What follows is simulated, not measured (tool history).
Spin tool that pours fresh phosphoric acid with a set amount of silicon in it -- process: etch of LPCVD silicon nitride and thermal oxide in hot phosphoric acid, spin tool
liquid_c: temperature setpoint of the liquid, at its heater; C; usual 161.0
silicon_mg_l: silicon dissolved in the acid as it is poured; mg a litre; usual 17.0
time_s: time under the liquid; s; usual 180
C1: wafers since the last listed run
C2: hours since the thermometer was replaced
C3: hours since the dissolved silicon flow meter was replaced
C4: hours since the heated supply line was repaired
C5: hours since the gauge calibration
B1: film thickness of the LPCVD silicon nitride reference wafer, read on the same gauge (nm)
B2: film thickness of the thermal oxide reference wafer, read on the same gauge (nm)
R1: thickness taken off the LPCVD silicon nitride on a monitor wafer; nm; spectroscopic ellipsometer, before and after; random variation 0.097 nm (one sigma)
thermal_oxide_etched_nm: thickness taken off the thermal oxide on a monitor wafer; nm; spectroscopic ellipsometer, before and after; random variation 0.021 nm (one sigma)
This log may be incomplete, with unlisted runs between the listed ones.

Run 1, hour 0.0: usual settings but liquid_c 158.5 C, silicon_mg_l 7.0 mg a litre; C1 0; C2 640.1; C3 1143.8; C4 229.4; C5 635.2; B1 139.98; B2 59.986. Result: R1 15.42 nm, thermal_oxide_etched_nm 0.338 nm.
Run 2, hour 46.6: usual settings; C1 313; C2 686.7; C3 1190.4; C4 276.0; C5 681.8; B1 140.05; B2 60.034. Result: R1 16.88 nm, thermal_oxide_etched_nm 0.358 nm.
Run 3, hour 111.4: usual settings but liquid_c 162.0 C, silicon_mg_l 5.5 mg a litre; C1 435; C2 751.5; C3 1255.2; C4 340.8; C5 746.6; B1 140.04; B2 59.996. Result: R1 17.27 nm, thermal_oxide_etched_nm 0.446 nm.
Run 4, hour 182.8: usual settings but liquid_c 160.0 C, silicon_mg_l 22.5 mg a litre, time_s 120 s; C1 479; C2 822.9; C3 1326.6; C4 412.2; C5 818.0; B1 140.00; B2 60.019. Result: R1 10.81 nm, thermal_oxide_etched_nm 0.175 nm.
At hour 222.5: thermometer replaced.
Run 5, hour 362.1: usual settings but liquid_c 158.0 C, silicon_mg_l 7.5 mg a litre; C1 1197; C2 139.6; C3 1505.9; C4 591.5; C5 997.3; B1 140.02; B2 59.979. Result: R1 14.96 nm, thermal_oxide_etched_nm 0.333 nm.
At hour 440.9: dissolved silicon flow meter replaced.
Run 6, hour 447.2: usual settings but silicon_mg_l 27.0 mg a litre, time_s 105 s; C1 564; C2 224.7; C3 6.3; C4 676.6; C5 1082.4; B1 140.00; B2 59.992. Result: R1 9.70 nm, thermal_oxide_etched_nm 0.120 nm.
Run 7, hour 597.8: usual settings but liquid_c 162.0 C, silicon_mg_l 11.5 mg a litre, time_s 265 s; C1 1011; C2 375.3; C3 156.9; C4 827.2; C5 1233.0; B1 140.02; B2 59.994. Result: R1 25.15 nm, thermal_oxide_etched_nm 0.585 nm.
Run 8, hour 656.8: usual settings but liquid_c 159.0 C, silicon_mg_l 27.0 mg a litre, time_s 255 s; C1 396; C2 434.3; C3 215.9; C4 886.2; C5 1292.0; B1 139.99; B2 60.007. Result: R1 21.70 nm, thermal_oxide_etched_nm 0.293 nm.
Run 9, hour 877.7: usual settings but liquid_c 161.5 C, silicon_mg_l 11.5 mg a litre; C1 1483; C2 655.2; C3 436.8; C4 1107.1; C5 1512.9; B1 140.02; B2 60.002. Result: R1 16.52 nm, thermal_oxide_etched_nm 0.347 nm.
Run 10, hour 926.1: usual settings but silicon_mg_l 27.0 mg a litre, time_s 125 s; C1 325; C2 703.6; C3 485.2; C4 1155.5; C5 1561.3; B1 139.99; B2 59.991. Result: R1 11.26 nm, thermal_oxide_etched_nm 0.160 nm.
At hour 941.6: thermometer replaced.
Run 11, hour 983.3: usual settings; C1 377; C2 41.7; C3 542.4; C4 1212.7; C5 1618.5; B1 140.02; B2 60.010. Result: R1 16.10 nm, thermal_oxide_etched_nm 0.281 nm.
Run 12, hour 1043.5: usual settings but silicon_mg_l 4.0 mg a litre, time_s 255 s; C1 404; C2 101.9; C3 602.6; C4 1272.9; C5 1678.7; B1 140.03; B2 60.025. Result: R1 22.74 nm, thermal_oxide_etched_nm 0.546 nm.
Run 13, hour 1088.3: usual settings but liquid_c 163.5 C, silicon_mg_l 28.5 mg a litre, time_s 90 s; C1 300; C2 146.7; C3 647.4; C4 1317.7; C5 1723.5; B1 140.00; B2 59.983. Result: R1 8.79 nm, thermal_oxide_etched_nm 0.129 nm.
Run 14, hour 1166.3: usual settings but silicon_mg_l 26.0 mg a litre; C1 523; C2 224.7; C3 725.4; C4 1395.7; C5 1801.5; B1 139.95; B2 59.975. Result: R1 15.96 nm, thermal_oxide_etched_nm 0.235 nm.
Run 15, hour 1219.4: usual settings but silicon_mg_l 4.0 mg a litre, time_s 255 s; C1 356; C2 277.8; C3 778.5; C4 1448.8; C5 1854.6; B1 139.98; B2 59.983. Result: R1 22.53 nm, thermal_oxide_etched_nm 0.613 nm.
Run 16, hour 1300.6: usual settings; C1 545; C2 359.0; C3 859.7; C4 1530.0; C5 1935.8; B1 140.00; B2 59.972. Result: R1 16.02 nm, thermal_oxide_etched_nm 0.284 nm.
Run 17, hour 1395.5: usual settings; C1 637; C2 453.9; C3 954.6; C4 1624.9; C5 2030.7; B1 140.00; B2 60.000. Result: R1 16.01 nm, thermal_oxide_etched_nm 0.273 nm.
Run 18, hour 1465.1: usual settings; C1 467; C2 523.5; C3 1024.2; C4 1694.5; C5 2100.3; B1 139.97; B2 59.980. Result: R1 15.86 nm, thermal_oxide_etched_nm 0.301 nm.
At hour 1509.8: heated supply line repaired.
Run 19, hour 1648.9: usual settings but liquid_c 163.0 C, silicon_mg_l 11.0 mg a litre, time_s 215 s; C1 1227; C2 707.3; C3 1208.0; C4 139.1; C5 2284.1; B1 140.01; B2 60.000. Result: R1 21.50 nm, thermal_oxide_etched_nm 0.489 nm.
At hour 1680.9: thermometer replaced.
Run 20, hour 1731.5: usual settings but silicon_mg_l 10.0 mg a litre; C1 548; C2 50.6; C3 1290.6; C4 221.7; C5 2366.7; B1 139.96; B2 59.988. Result: R1 16.87 nm, thermal_oxide_etched_nm 0.409 nm.
At hour 1815.8: gauge calibrated.
Run 21, hour 1886.1: usual settings but liquid_c 160.0 C, silicon_mg_l 25.0 mg a litre, time_s 75 s; C1 1038; C2 205.2; C3 1445.2; C4 376.3; C5 70.3; B1 140.02; B2 60.000. Result: R1 6.72 nm, thermal_oxide_etched_nm 0.092 nm.
Run 22, hour 1946.5: usual settings but time_s 110 s; C1 405; C2 265.6; C3 1505.6; C4 436.7; C5 130.7; B1 139.99; B2 60.003. Result: R1 10.10 nm, thermal_oxide_etched_nm 0.187 nm.
At hour 1958.5: dissolved silicon flow meter replaced.
Run 23, hour 2046.8: usual settings; C1 667; C2 365.9; C3 88.3; C4 537.0; C5 231.0; B1 140.01; B2 60.003. Result: R1 16.59 nm, thermal_oxide_etched_nm 0.315 nm.

Predict each of these 3 candidate next runs independently; none follows another, all start after run 23:
Run A, hour 2047.3: usual settings but silicon_mg_l 8.0 mg a litre; C1 3; C2 366.4; C3 88.8; C4 537.5; C5 231.5; B1 ?; B2 ?. Result: R1 ?, thermal_oxide_etched_nm ?.
Run B, hour 2047.3: usual settings but time_s 255 s; C1 3; C2 366.4; C3 88.8; C4 537.5; C5 231.5; B1 ?; B2 ?. Result: R1 ?, thermal_oxide_etched_nm ?.
Run C, hour 2047.3: usual settings but silicon_mg_l 30.0 mg a litre; C1 3; C2 366.4; C3 88.8; C4 537.5; C5 231.5; B1 ?; B2 ?. Result: R1 ?, thermal_oxide_etched_nm ?.

run      B1      B2     R1  thermal_oxide_etched_nm
  A  139.99  59.995  16.60                    0.409
  B  139.99  59.995  23.52                    0.468
  C  139.99  59.995  16.60                    0.217
Take away the tool's hidden state, keep each run's random variation, and the runs would have read:
run     R1  thermal_oxide_etched_nm
  A  17.08                    0.435
  B  24.20                    0.498
  C  17.08                    0.231

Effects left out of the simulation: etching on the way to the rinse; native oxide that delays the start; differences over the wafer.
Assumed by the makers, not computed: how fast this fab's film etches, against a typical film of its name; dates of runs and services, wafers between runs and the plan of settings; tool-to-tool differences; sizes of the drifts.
